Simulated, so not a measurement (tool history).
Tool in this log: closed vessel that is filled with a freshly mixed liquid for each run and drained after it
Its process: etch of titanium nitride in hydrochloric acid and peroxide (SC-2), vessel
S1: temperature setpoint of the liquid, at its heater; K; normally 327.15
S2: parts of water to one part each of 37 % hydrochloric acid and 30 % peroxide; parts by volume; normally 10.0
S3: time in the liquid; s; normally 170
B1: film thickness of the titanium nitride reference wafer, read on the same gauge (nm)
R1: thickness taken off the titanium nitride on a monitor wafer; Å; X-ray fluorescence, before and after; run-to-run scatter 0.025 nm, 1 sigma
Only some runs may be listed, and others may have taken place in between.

run	day	S1	S2	S3	B1	R1
1	0.000	327.15	11.5	170	99.989	36.24
2	0.712	327.15	11.5	170	99.994	36.35
3	1.196	327.15	11.5	170	100.027	36.03
4	1.512	327.15	10.0	115	99.997	27.52
5	1.996	327.15	10.0	115	99.989	27.64
# day 2.075: chemicals flow meter replaced
6	2.362	327.15	10.0	115	99.992	25.97
7	2.817	327.15	15.0	105	100.007	16.68
8	3.200	320.65	10.0	170	100.001	25.01
9	3.542	327.15	10.0	170	100.021	38.44
10	4.046	327.15	13.0	210	100.007	38.15
11	4.371	327.15	10.0	170	99.987	38.63
12	4.946	321.65	10.0	170	99.996	26.77
# day 5.367: new drum of peroxide connected
13	5.658	327.15	10.0	170	100.011	38.41
14	6.217	327.15	10.0	170	99.986	38.33
# day 6.346: thermometer replaced
# day 6.900: chemicals flow meter replaced, repeated, since the last time left the tool worse
15	6.921	327.15	10.0	100	99.999	25.88
16	7.338	327.15	5.0	170	99.997	75.60
# day 7.742: gauge calibrated
17	7.792	327.15	14.5	265	99.989	50.34
18	8.112	327.15	10.0	170	99.996	44.05
19	8.596	327.15	10.0	170	100.005	44.43
20	9.050	318.15	8.5	75	100.012	12.24
21	9.788	317.65	6.5	70	99.977	13.52
22	10.229	327.15	13.5	225	99.991	44.69
23	10.575	322.65	5.5	135	100.005	41.30
24	10.829	327.15	11.5	170	100.011	39.01
25	11.254	320.65	7.0	105	99.999	23.62
26	11.588	327.15	10.0	170	100.018	44.00
27	11.929	327.15	10.0	170	100.002	43.55
28	12.479	335.65	8.0	110	99.990	58.25

Results for each run, recomputed without the tool's hidden state and with each run's random variation untouched:
The hidden state here: liquid hotter than its thermometer reads (K); chemicals flow below the setpoint (%); peroxide weaker than its label (%); gauge reads high (%).
run	R1
1	39.62
2	39.77
3	39.44
4	30.08
5	30.22
6	29.84
7	19.31
8	28.76
9	44.22
10	44.14
11	44.47
12	30.84
13	44.28
14	44.20
15	26.08
16	76.12
17	50.79
18	44.43
19	44.83
20	12.35
21	13.64
22	45.17
23	41.69
24	39.44
25	23.87
26	44.51
27	44.07
28	58.94

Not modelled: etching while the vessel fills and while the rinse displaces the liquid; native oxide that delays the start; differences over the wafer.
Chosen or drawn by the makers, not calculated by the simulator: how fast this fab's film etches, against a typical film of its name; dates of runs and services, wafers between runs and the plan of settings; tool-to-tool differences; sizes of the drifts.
